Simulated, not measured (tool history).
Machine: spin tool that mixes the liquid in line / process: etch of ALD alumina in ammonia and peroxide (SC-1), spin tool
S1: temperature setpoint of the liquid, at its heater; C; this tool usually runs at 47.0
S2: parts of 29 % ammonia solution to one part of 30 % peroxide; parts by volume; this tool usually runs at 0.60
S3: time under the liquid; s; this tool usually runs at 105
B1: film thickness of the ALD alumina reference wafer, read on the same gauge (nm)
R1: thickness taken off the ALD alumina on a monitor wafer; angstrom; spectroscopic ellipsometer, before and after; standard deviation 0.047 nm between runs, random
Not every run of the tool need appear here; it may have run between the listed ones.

run	day	S1	S2	S3	B1	R1
1	0.000	47.0	0.60	105	59.98	85.8
2	3.612	47.0	0.65	105	59.98	86.1
3	5.812	47.0	0.60	105	60.01	84.3
4	9.275	47.0	0.60	105	59.98	83.8
5	11.454	53.0	0.85	105	60.02	121.1
6	13.683	41.5	0.30	80	60.03	42.9
7	16.150	52.0	0.70	105	60.03	111.7
# day 17.683: heated supply line repaired
8	18.058	47.0	0.60	105	60.00	88.1
# day 18.346: ammonia flow meter replaced
9	22.179	56.5	0.45	130	60.03	177.3
10	26.408	47.0	0.60	105	59.99	86.3
11	29.271	55.5	0.45	150	59.99	189.8
# day 32.308: thermometer replaced
12	32.329	56.5	0.35	50	60.01	64.2
13	35.404	47.0	0.40	80	59.97	61.9
# day 36.300: new drum of ammonia solution connected
14	38.404	42.0	0.60	55	59.98	33.0
# day 41.971: ammonia flow meter replaced
15	42.725	56.5	0.70	75	59.99	100.9
16	44.492	39.0	0.70	70	59.99	35.2
17	48.254	47.0	0.60	105	59.99	81.7
# day 51.696: heated supply line repaired
18	61.238	47.0	0.60	105	60.00	85.6
19	63.904	47.0	0.60	50	60.02	40.4
20	66.325	47.0	0.30	105	60.00	79.8
# day 67.508: ammonia flow meter replaced
21	67.975	47.0	0.60	140	59.99	113.2
# day 68.404: new drum of ammonia solution connected
# day 70.988: gauge calibrated
22	71.417	52.5	0.60	105	60.02	115.0
23	73.392	50.5	0.30	140	60.01	127.4
24	76.033	47.0	0.35	105	59.98	78.9
25	78.912	51.5	0.40	55	59.97	54.1
# day 79.504: heated supply line repaired
26	81.983	47.0	0.60	105	59.97	87.6

Each row is a separate what-if for the run after 26, all from the same tool condition, not one after another. Results?
A	82.000	47.0	0.60	105	?	?
B	82.000	44.0	0.35	105	?	?
C	82.000	47.0	0.60	145	?	?

run	B1	R1
A	59.97	87.6
B	59.97	70.2
C	59.97	120.9
Stripped of hidden state, with their random variation kept, the same runs would have yielded:
run	R1
A	88.1
B	70.6
C	121.7
